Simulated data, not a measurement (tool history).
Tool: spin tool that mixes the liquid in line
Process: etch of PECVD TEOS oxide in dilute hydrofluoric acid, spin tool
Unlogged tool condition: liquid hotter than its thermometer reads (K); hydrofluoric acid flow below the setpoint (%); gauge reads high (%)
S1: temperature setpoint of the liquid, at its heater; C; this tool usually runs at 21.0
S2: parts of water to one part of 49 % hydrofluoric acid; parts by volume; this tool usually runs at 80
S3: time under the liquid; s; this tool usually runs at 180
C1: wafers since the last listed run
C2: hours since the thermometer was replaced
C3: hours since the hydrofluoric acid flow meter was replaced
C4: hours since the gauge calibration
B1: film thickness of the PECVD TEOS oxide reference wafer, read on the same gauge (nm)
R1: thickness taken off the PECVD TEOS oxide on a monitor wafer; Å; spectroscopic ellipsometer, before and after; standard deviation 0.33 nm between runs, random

| run | hour | S1 | S2 | S3 | C1 | C2 | C3 | C4 | B1 | R1 |
|---|---|---|---|---|---|---|---|---|---|---|
| 1 | 0.0 | 21.0 | 80 | 180 | 0 | 59.9 | 574.0 | 848.9 | 39.99 | 343.3 |
| 2 | 54.0 | 21.0 | 80 | 180 | 278 | 113.9 | 628.0 | 902.9 | 39.98 | 342.4 |
| 3 | 118.8 | 21.0 | 80 | 180 | 334 | 178.7 | 692.8 | 967.7 | 40.01 | 346.6 |
| 4 | 158.9 | 21.0 | 80 | 180 | 206 | 218.8 | 732.9 | 1007.8 | 40.02 | 344.0 |
| 5 | 221.4 | 21.0 | 80 | 180 | 322 | 281.3 | 795.4 | 1070.3 | 40.02 | 352.8 |
| 6 | 289.0 | 24.0 | 80 | 180 | 348 | 348.9 | 863.0 | 1137.9 | 39.97 | 397.5 |
| 7 | 345.6 | 24.0 | 80 | 180 | 291 | 405.5 | 919.6 | 1194.5 | 40.00 | 395.7 |
| 8 | 396.3 | 21.0 | 80 | 180 | 261 | 456.2 | 970.3 | 1245.2 | 40.00 | 357.7 |
|  | 433.9 | gauge calibrated |
| 9 | 435.1 | 21.0 | 105 | 180 | 200 | 495.0 | 1009.1 | 1.2 | 40.00 | 267.2 |
|  | 453.0 | thermometer replaced |
| 10 | 465.2 | 21.0 | 105 | 180 | 150 | 12.2 | 1039.2 | 31.3 | 40.01 | 241.5 |
| 11 | 643.6 | 23.5 | 80 | 180 | 919 | 190.6 | 1217.6 | 209.7 | 40.00 | 374.5 |
| 12 | 683.6 | 22.5 | 60 | 95 | 206 | 230.6 | 1257.6 | 249.7 | 39.97 | 258.7 |
| 13 | 728.5 | 21.0 | 110 | 180 | 231 | 275.5 | 1302.5 | 294.6 | 39.99 | 240.6 |
|  | 890.6 | hydrofluoric acid flow meter replaced |
| 14 | 935.9 | 21.0 | 55 | 215 | 1064 | 482.9 | 45.3 | 502.0 | 39.99 | 688.1 |
| 15 | 976.4 | 21.0 | 80 | 270 | 208 | 523.4 | 85.8 | 542.5 | 40.01 | 580.6 |
| 16 | 1022.2 | 17.5 | 40 | 235 | 236 | 569.2 | 131.6 | 588.3 | 39.98 | 927.5 |
|  | 1065.8 | thermometer replaced |
| 17 | 1089.0 | 21.0 | 80 | 180 | 339 | 23.2 | 198.4 | 655.1 | 39.98 | 342.9 |
| 18 | 1138.4 | 21.0 | 80 | 180 | 254 | 72.6 | 247.8 | 704.5 | 40.01 | 351.1 |
| 19 | 1205.7 | 21.0 | 65 | 225 | 346 | 139.9 | 315.1 | 771.8 | 40.02 | 548.3 |
| 20 | 1260.8 | 21.0 | 80 | 180 | 284 | 195.0 | 370.2 | 826.9 | 40.00 | 353.5 |
| 21 | 1307.1 | 18.0 | 80 | 260 | 238 | 241.3 | 416.5 | 873.2 | 40.00 | 450.8 |
| 22 | 1361.2 | 17.5 | 90 | 225 | 278 | 295.4 | 470.6 | 927.3 | 40.02 | 336.8 |

State the hidden condition of the tool at each of the runs:
gauge reads high (%): 0, the same for each run
H1: liquid hotter than its thermometer reads (K)
H2: hydrofluoric acid flow below the setpoint (%)
| run | H1 | H2 |
|---|---|---|
| 1 | 0.274 | 4 |
| 2 | 0.516 | 4.37 |
| 3 | 0.808 | 4.82 |
| 4 | 0.988 | 5.1 |
| 5 | 1.27 | 5.53 |
| 6 | 1.57 | 6 |
| 7 | 1.83 | 6.39 |
| 8 | 2.06 | 6.74 |
| 9 | 2.23 | 7.01 |
| 10 | 0.292 | 7.22 |
| 11 | 1.09 | 8.45 |
| 12 | 1.27 | 8.73 |
| 13 | 1.48 | 9.04 |
| 14 | 2.41 | 1.09 |
| 15 | 2.59 | 1.37 |
| 16 | 2.8 | 1.69 |
| 17 | 0.207 | 2.15 |
| 18 | 0.429 | 2.49 |
| 19 | 0.731 | 2.96 |
| 20 | 0.979 | 3.34 |
| 21 | 1.19 | 3.66 |
| 22 | 1.43 | 4.03 |
